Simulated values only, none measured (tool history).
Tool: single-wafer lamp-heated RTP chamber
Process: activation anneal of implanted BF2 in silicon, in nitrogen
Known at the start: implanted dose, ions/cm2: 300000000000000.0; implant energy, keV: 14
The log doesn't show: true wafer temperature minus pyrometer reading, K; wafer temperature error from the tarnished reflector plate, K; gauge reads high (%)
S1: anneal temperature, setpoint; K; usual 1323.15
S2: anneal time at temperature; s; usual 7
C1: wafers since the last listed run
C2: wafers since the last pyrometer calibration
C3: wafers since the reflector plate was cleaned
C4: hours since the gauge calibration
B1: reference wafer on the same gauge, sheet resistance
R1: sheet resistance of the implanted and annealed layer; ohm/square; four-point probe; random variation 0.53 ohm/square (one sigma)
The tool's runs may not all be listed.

run	hour	S1	S2	C1	C2	C3	C4	B1	R1
1	0	1323.15	10	0	3065	6156	431	356.15	345.62
2	7.8	1323.15	10	127	3192	6284	438.8	356	344.69
3	21.5	1323.15	10	224	3416	6508	452.5	355.89	346.29
4	36.1	1323.15	9	238	3655	6747	467.1	356.01	345.81
5	43.8	1323.15	9	126	3781	6873	474.8	356.09	346.91
# hour 63: reflector plate cleaned
6	63.5	1323.15	9	191	3973	8	494.5	356.1	346.73
7	74	1346.15	7	171	4145	180	505	356.13	345.53
8	82.8	1323.15	7	144	4289	324	513.8	355.93	349.23
9	94.6	1323.15	7	193	4482	517	525.6	356.13	349.15
10	104.9	1323.15	7	168	4650	685	535.9	356.05	348.81
11	116.2	1323.15	4	184	4835	870	547.2	355.95	352.9
12	130.4	1323.15	4	232	5068	1103	561.4	355.99	353.53
13	144.5	1342.15	5	230	5298	1333	575.5	356.11	348.51
# hour 162.1: gauge calibrated
14	197.5	1323.15	7	867	6166	2201	35.4	356.17	348.47
# hour 211.7: pyrometer window cleaned and pyrometer calibrated
15	214.5	1303.15	6	147	45	2348	52.4	356.06	354.25
16	222.8	1301.15	11	135	181	2484	60.7	356.06	349.88
17	240.1	1339.15	10	283	464	2767	78	356	344.62
18	255.4	1332.15	10	250	714	3017	93.3	355.91	345.01
19	266.7	1350.15	11	184	899	3202	104.6	355.9	340.31
20	300.3	1294.15	4	549	1449	3752	138.2	355.92	357.13
21	311.1	1301.15	7	176	1626	3929	149	355.97	353.84
22	321.3	1323.15	7	166	1793	4095	159.2	355.87	349.9
23	336.5	1323.15	7	248	2042	4344	174.4	355.87	349.33
24	351.3	1340.15	4	242	2284	4586	189.2	356.05	350.94
25	360.8	1345.15	3	155	2439	4742	198.7	356.06	351.75
26	372.4	1346.15	7	189	2629	4932	210.3	355.96	345.72
27	384.3	1323.15	7	194	2824	5126	222.2	356.05	348.62
28	400	1298.15	4	256	3081	5383	237.9	355.98	356.16
29	406.6	1323.15	7	108	3189	5491	244.5	356.06	349.07
30	421.2	1323.15	11	238	3428	5730	259.1	355.84	345.12
31	449.6	1323.15	7	464	3892	6195	287.5	355.95	348.17
32	466	1323.15	7	268	4161	6463	303.9	356.12	348.66
33	472	1349.15	3	98	4259	6562	309.9	356.24	350.88
34	486	1323.15	3	229	4488	6791	323.9	355.75	353.39
35	500	1323.15	7	229	4717	7020	337.9	356.03	347.93
36	515.4	1323.15	7	252	4969	7272	353.3	356.15	348.56

The tool's hidden state at each run:
wafer temperature error from the tarnished reflector plate, K: 0 in every run
gauge reads high (%): 0 in every run
H1: true wafer temperature minus pyrometer reading, K
run	H1
1	10.8
2	10.9
3	11.2
4	11.5
5	11.6
6	11.9
7	12.1
8	12.2
9	12.3
10	12.4
11	12.6
12	12.7
13	12.8
14	13.2
15	1.95
16	2.7
17	4.12
18	5.22
19	5.96
20	7.83
21	8.33
22	8.78
23	9.37
24	9.89
25	10.2
26	10.5
27	10.9
28	11.3
29	11.4
30	11.7
31	12.2
32	12.4
33	12.5
34	12.7
35	12.9
36	13

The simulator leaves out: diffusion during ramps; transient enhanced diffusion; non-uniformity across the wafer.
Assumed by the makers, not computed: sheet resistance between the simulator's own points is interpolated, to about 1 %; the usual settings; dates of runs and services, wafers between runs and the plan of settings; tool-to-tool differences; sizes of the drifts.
